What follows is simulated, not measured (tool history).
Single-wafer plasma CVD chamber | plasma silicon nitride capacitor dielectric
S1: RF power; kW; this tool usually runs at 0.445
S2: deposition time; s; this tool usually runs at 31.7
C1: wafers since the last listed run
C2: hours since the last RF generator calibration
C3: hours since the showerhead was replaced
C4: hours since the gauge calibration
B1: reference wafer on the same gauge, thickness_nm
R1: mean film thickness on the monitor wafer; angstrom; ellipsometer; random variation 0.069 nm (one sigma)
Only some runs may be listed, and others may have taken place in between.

| run | day | S1 | S2 | C1 | C2 | C3 | C4 | B1 | R1 |
|---|---|---|---|---|---|---|---|---|---|
| 1 | 0.000 | 0.425 | 28.5 | 0 | 1762.9 | 2490.7 | 65.0 | 50.208 | 409.12 |
| 2 | 0.388 | 0.425 | 28.5 | 244 | 1772.2 | 2500.0 | 74.3 | 50.207 | 408.45 |
| 3 | 0.967 | 0.425 | 28.5 | 365 | 1786.1 | 2513.9 | 88.2 | 50.215 | 408.29 |
| 4 | 1.438 | 0.445 | 31.7 | 296 | 1797.4 | 2525.2 | 99.5 | 50.212 | 459.12 |
| 5 | 2.179 | 0.445 | 31.7 | 467 | 1815.2 | 2543.0 | 117.3 | 50.176 | 459.25 |
| 6 | 2.846 | 0.445 | 31.7 | 420 | 1831.2 | 2559.0 | 133.3 | 50.191 | 458.91 |
| 7 | 3.525 | 0.445 | 31.7 | 428 | 1847.5 | 2575.3 | 149.6 | 50.214 | 460.07 |
| 8 | 3.858 | 0.445 | 31.7 | 210 | 1855.5 | 2583.3 | 157.6 | 50.187 | 459.67 |
| 9 | 4.412 | 0.445 | 31.7 | 349 | 1868.8 | 2596.6 | 170.9 | 50.165 | 457.95 |
| 10 | 4.717 | 0.445 | 31.7 | 191 | 1876.1 | 2603.9 | 178.2 | 50.168 | 459.75 |
| 11 | 5.004 | 0.445 | 31.7 | 181 | 1883.0 | 2610.8 | 185.1 | 50.198 | 460.22 |
| 12 | 5.750 | 0.445 | 31.7 | 470 | 1900.9 | 2628.7 | 203.0 | 50.175 | 459.47 |
| 13 | 6.117 | 0.445 | 31.7 | 231 | 1909.7 | 2637.5 | 211.8 | 50.237 | 460.28 |
| 14 | 6.442 | 0.445 | 31.7 | 204 | 1917.5 | 2645.3 | 219.6 | 50.218 | 460.28 |
| 15 | 6.692 | 0.445 | 31.7 | 157 | 1923.5 | 2651.3 | 225.6 | 50.187 | 459.62 |
| 16 | 7.233 | 0.445 | 31.7 | 341 | 1936.5 | 2664.3 | 238.6 | 50.248 | 460.07 |
| 17 | 7.712 | 0.385 | 26.1 | 302 | 1948.0 | 2675.8 | 250.1 | 50.241 | 365.09 |
| 18 | 8.208 | 0.480 | 37.7 | 312 | 1959.9 | 2687.7 | 262.0 | 50.157 | 557.24 |
|  | 8.633 | showerhead replaced |
| 19 | 8.912 | 0.480 | 27.3 | 233 | 1976.8 | 6.7 | 278.9 | 50.199 | 403.15 |
| 20 | 9.329 | 0.420 | 33.5 | 262 | 1986.8 | 16.7 | 288.9 | 50.212 | 477.90 |
| 21 | 9.858 | 0.510 | 26.5 | 333 | 1999.5 | 29.4 | 301.6 | 50.199 | 397.06 |
| 22 | 10.550 | 0.445 | 29.1 | 436 | 2016.1 | 46.0 | 318.2 | 50.162 | 421.05 |

Expected results for the next run?
| 23 | 11.012 | 0.445 | 31.7 | 291 | 2027.2 | 57.1 | 329.3 | ? | ? |

B1: 50.176
R1: 458.75 angstrom
Had the tool carried no hidden state, the very same run would have given R1 458.75 angstrom.

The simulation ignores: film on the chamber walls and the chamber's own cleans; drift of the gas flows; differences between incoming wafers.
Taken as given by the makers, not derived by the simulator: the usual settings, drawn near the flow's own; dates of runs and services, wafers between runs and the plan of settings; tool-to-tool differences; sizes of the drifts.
